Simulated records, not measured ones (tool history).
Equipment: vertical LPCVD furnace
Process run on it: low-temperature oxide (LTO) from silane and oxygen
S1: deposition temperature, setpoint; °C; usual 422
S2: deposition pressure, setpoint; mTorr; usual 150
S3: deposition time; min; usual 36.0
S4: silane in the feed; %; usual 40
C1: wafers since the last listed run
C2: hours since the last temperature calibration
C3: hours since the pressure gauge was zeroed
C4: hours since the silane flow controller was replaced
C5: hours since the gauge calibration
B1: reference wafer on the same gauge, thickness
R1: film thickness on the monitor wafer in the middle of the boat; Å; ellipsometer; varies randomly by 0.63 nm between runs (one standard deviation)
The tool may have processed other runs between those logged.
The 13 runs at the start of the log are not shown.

Run 14, hour 209.6: usual settings but S3 28.0 min; C1 66; C2 130.5; C3 28.8; C4 4.7; C5 20.5; B1 282.01. Result: R1 2326.1 Å.
Run 15, hour 213.8: usual settings but S1 427 °C; C1 66; C2 134.7; C3 33.0; C4 8.9; C5 24.7; B1 281.83. Result: R1 3153.0 Å.
Run 16, hour 218.1: usual settings; C1 68; C2 139.0; C3 37.3; C4 13.2; C5 29.0; B1 282.12. Result: R1 2992.2 Å.
Run 17, hour 222.3: usual settings but S1 416 °C, S2 115 mTorr, S3 29.5 min, S4 43 %; C1 66; C2 143.2; C3 41.5; C4 17.4; C5 33.2; B1 282.09. Result: R1 1918.8 Å.
Run 18, hour 226.5: usual settings; C1 66; C2 147.4; C3 45.7; C4 21.6; C5 37.4; B1 281.95. Result: R1 3003.3 Å.
Run 19, hour 235.9: usual settings but S2 180 mTorr, S3 44.0 min, S4 33 %; C1 149; C2 156.8; C3 55.1; C4 31.0; C5 46.8; B1 281.90. Result: R1 3464.9 Å.
Run 20, hour 244.5: usual settings; C1 136; C2 165.4; C3 63.7; C4 39.6; C5 55.4; B1 282.08. Result: R1 2997.8 Å.
Run 21, hour 259.7: usual settings but S2 170 mTorr; C1 241; C2 180.6; C3 78.9; C4 54.8; C5 70.6; B1 282.08. Result: R1 3408.3 Å.
Run 22, hour 269.7: usual settings but S1 411 °C, S3 27.0 min, S4 36 %; C1 159; C2 190.6; C3 88.9; C4 64.8; C5 80.6; B1 282.03. Result: R1 1767.4 Å.
Run 23, hour 275.8: usual settings but S3 29.5 min, S4 46 %; C1 97; C2 196.7; C3 95.0; C4 70.9; C5 86.7; B1 281.93. Result: R1 2842.7 Å.
Run 24, hour 286.6: usual settings but S3 26.0 min; C1 171; C2 207.5; C3 105.8; C4 81.7; C5 97.5; B1 281.98. Result: R1 2158.9 Å.
Run 25, hour 298.4: usual settings but S1 416 °C, S2 185 mTorr, S3 47.5 min; C1 187; C2 219.3; C3 117.6; C4 93.5; C5 109.3; B1 281.97. Result: R1 4603.8 Å.
Run 26, hour 313.3: usual settings but S2 135 mTorr, S4 34 %; C1 237; C2 234.2; C3 132.5; C4 108.4; C5 124.2; B1 282.16. Result: R1 2216.4 Å.
Run 27, hour 321.4: usual settings but S1 419 °C, S2 180 mTorr, S3 49.5 min, S4 45 %; C1 128; C2 242.3; C3 140.6; C4 116.5; C5 132.3; B1 281.96. Result: R1 5429.8 Å.
Run 28, hour 335.9: usual settings; C1 230; C2 256.8; C3 155.1; C4 131.0; C5 146.8; B1 281.90. Result: R1 3006.1 Å.
Run 29, hour 347.2: usual settings but S1 413 °C, S4 35 %; C1 179; C2 268.1; C3 166.4; C4 142.3; C5 158.1; B1 282.15. Result: R1 2334.8 Å.
Run 30, hour 363.1: usual settings; C1 253; C2 284.0; C3 182.3; C4 158.2; C5 174.0; B1 282.04. Result: R1 3014.6 Å.

What if the next run were any one of these 5? Each begins from the tool's condition after run 30:
Run A, hour 367.4: usual settings but S3 42.5 min; C1 68; C2 288.3; C3 186.6; C4 162.5; C5 178.3; B1 ?. Result: R1 ?.
Run B, hour 367.4: usual settings but S2 135 mTorr; C1 68; C2 288.3; C3 186.6; C4 162.5; C5 178.3; B1 ?. Result: R1 ?.
Run C, hour 367.4: usual settings but S1 413 °C; C1 68; C2 288.3; C3 186.6; C4 162.5; C5 178.3; B1 ?. Result: R1 ?.
Run D, hour 367.4: usual settings but S3 26.5 min; C1 68; C2 288.3; C3 186.6; C4 162.5; C5 178.3; B1 ?. Result: R1 ?.
Run E, hour 367.4: usual settings but S1 431 °C, S2 140 mTorr, S3 22.0 min, S4 43 %; C1 68; C2 288.3; C3 186.6; C4 162.5; C5 178.3; B1 ?. Result: R1 ?.

run      B1      R1
  A  282.18  3557.8
  B  282.18  2712.3
  C  282.18  2747.5
  D  282.18  2218.4
  E  282.18  2025.7
Stripped of hidden state, with their random variation kept, the same runs would have yielded:
run      R1
  A  3533.6
  B  2693.8
  C  2728.1
  D  2203.3
  E  2012.7

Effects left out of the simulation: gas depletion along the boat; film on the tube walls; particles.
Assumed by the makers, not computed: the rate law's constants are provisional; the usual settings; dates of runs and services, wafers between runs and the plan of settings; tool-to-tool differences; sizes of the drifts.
